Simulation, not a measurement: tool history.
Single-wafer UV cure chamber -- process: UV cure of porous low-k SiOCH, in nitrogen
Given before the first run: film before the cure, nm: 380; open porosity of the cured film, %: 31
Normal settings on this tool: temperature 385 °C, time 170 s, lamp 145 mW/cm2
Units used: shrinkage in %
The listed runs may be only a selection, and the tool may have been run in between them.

| run | hour | temperature | time | lamp | wafers since the last listed run | hours since the UV bulbs were replaced | wafers since the quartz window was cleaned | shrinkage |
|---|---|---|---|---|---|---|---|---|
| 1 | 0 | 385 | 170 | 145 | 0 | 510.6 | 1734 | 13.332 |
| 2 | 60.2 | 385 | 170 | 145 | 296 | 570.8 | 2031 | 13.206 |
| 3 | 123.4 | 385 | 170 | 145 | 311 | 634 | 2342 | 13.258 |
| 4 | 155.5 | 385 | 170 | 145 | 158 | 666.1 | 2500 | 13.179 |
| 5 | 216.1 | 385 | 170 | 145 | 298 | 726.7 | 2799 | 13.32 |
| 6 | 273.4 | 385 | 170 | 145 | 282 | 784 | 3081 | 13.115 |
| 7 | 321.6 | 385 | 170 | 145 | 237 | 832.2 | 3318 | 12.713 |
|  | 330.4 | quartz window cleaned |
| 8 | 360.8 | 385 | 170 | 145 | 153 | 871.4 | 149 | 13.908 |
| 9 | 395.9 | 385 | 170 | 157 | 172 | 906.5 | 322 | 14.822 |
| 10 | 436 | 375 | 170 | 145 | 197 | 946.6 | 520 | 13.636 |
| 11 | 496.9 | 375 | 170 | 145 | 299 | 1007.5 | 820 | 13.471 |
| 12 | 547.2 | 370 | 135 | 145 | 247 | 1057.8 | 1068 | 12.16 |
| 13 | 592.8 | 385 | 170 | 145 | 224 | 1103.4 | 1292 | 13.751 |
| 14 | 661 | 385 | 170 | 145 | 335 | 1171.6 | 1628 | 13.319 |
| 15 | 709.3 | 385 | 170 | 145 | 237 | 1219.9 | 1866 | 13.366 |
| 16 | 764.8 | 385 | 205 | 136 | 273 | 1275.4 | 2139 | 13.846 |
| 17 | 826.6 | 385 | 205 | 136 | 304 | 1337.2 | 2444 | 13.924 |
|  | 885.2 | quartz window cleaned |
| 18 | 885.7 | 385 | 170 | 145 | 251 | 1396.3 | 2 | 14.022 |
| 19 | 920.5 | 385 | 170 | 145 | 171 | 1431.1 | 173 | 13.788 |
| 20 | 979.4 | 385 | 170 | 120 | 290 | 1490 | 464 | 12.61 |
| 21 | 1004 | 396 | 170 | 106 | 121 | 1514.6 | 585 | 12.371 |
| 22 | 1053.3 | 385 | 170 | 145 | 242 | 1563.9 | 828 | 13.795 |
| 23 | 1093 | 385 | 100 | 168 | 195 | 1603.6 | 1023 | 11.722 |
| 24 | 1138.6 | 385 | 170 | 180 | 224 | 1649.2 | 1248 | 14.247 |
| 25 | 1172.5 | 370 | 135 | 145 | 166 | 1683.1 | 1415 | 11.71 |
| 26 | 1211.3 | 385 | 170 | 145 | 191 | 1721.9 | 1606 | 13.124 |
|  | 1281.2 | UV bulbs replaced |
| 27 | 1281.7 | 395 | 260 | 175 | 307 | 0.5 | 1913 | 16.478 |
| 28 | 1309.9 | 391 | 170 | 130 | 138 | 28.7 | 2052 | 12.773 |
| 29 | 1335.6 | 377 | 75 | 174 | 126 | 54.4 | 2179 | 9.472 |
| 30 | 1382.1 | 370 | 100 | 181 | 229 | 100.9 | 2408 | 11.38 |
| 31 | 1511.5 | 376 | 195 | 145 | 637 | 230.3 | 3045 | 13.404 |
| 32 | 1546.4 | 385 | 170 | 145 | 171 | 265.2 | 3217 | 12.8 |
|  | 1561 | quartz window cleaned |
| 33 | 1582.2 | 385 | 170 | 145 | 136 | 301 | 104 | 14.059 |
| 34 | 1646.4 | 385 | 170 | 145 | 316 | 365.2 | 420 | 13.976 |
| 35 | 1713.5 | 401 | 95 | 145 | 330 | 432.3 | 751 | 11.089 |
| 36 | 1759.9 | 403 | 170 | 164 | 228 | 478.7 | 979 | 14.865 |
| 37 | 1824.8 | 392 | 90 | 121 | 319 | 543.6 | 1299 | 9.714 |
| 38 | 1893 | 370 | 135 | 145 | 335 | 611.8 | 1635 | 12.204 |

Measured result minus the same run's result without the hidden state. Both carry the same run-to-run variation, though not necessarily the same gauge scatter:
Hidden state at play: lamp output below its setpoint, %; transmission lost against a clean window, %.
| run | shrinkage |
|---|---|
| 1 | -0.745 |
| 2 | -0.862 |
| 3 | -1 |
| 4 | -1.065 |
| 5 | -1.215 |
| 6 | -1.331 |
| 7 | -1.404 |
| 8 | -0.251 |
| 9 | -0.328 |
| 10 | -0.387 |
| 11 | -0.496 |
| 12 | -0.581 |
| 13 | -0.691 |
| 14 | -0.807 |
| 15 | -0.912 |
| 16 | -1.031 |
| 17 | -1.178 |
| 18 | -0.338 |
| 19 | -0.396 |
| 20 | -0.493 |
| 21 | -0.543 |
| 22 | -0.656 |
| 23 | -0.711 |
| 24 | -0.808 |
| 25 | -0.847 |
| 26 | -0.944 |
| 27 | -1.144 |
| 28 | -1.161 |
| 29 | -1.132 |
| 30 | -1.312 |
| 31 | -1.639 |
| 32 | -1.705 |
| 33 | -0.131 |
| 34 | -0.245 |
| 35 | -0.347 |
| 36 | -0.46 |
| 37 | -0.542 |
| 38 | -0.695 |
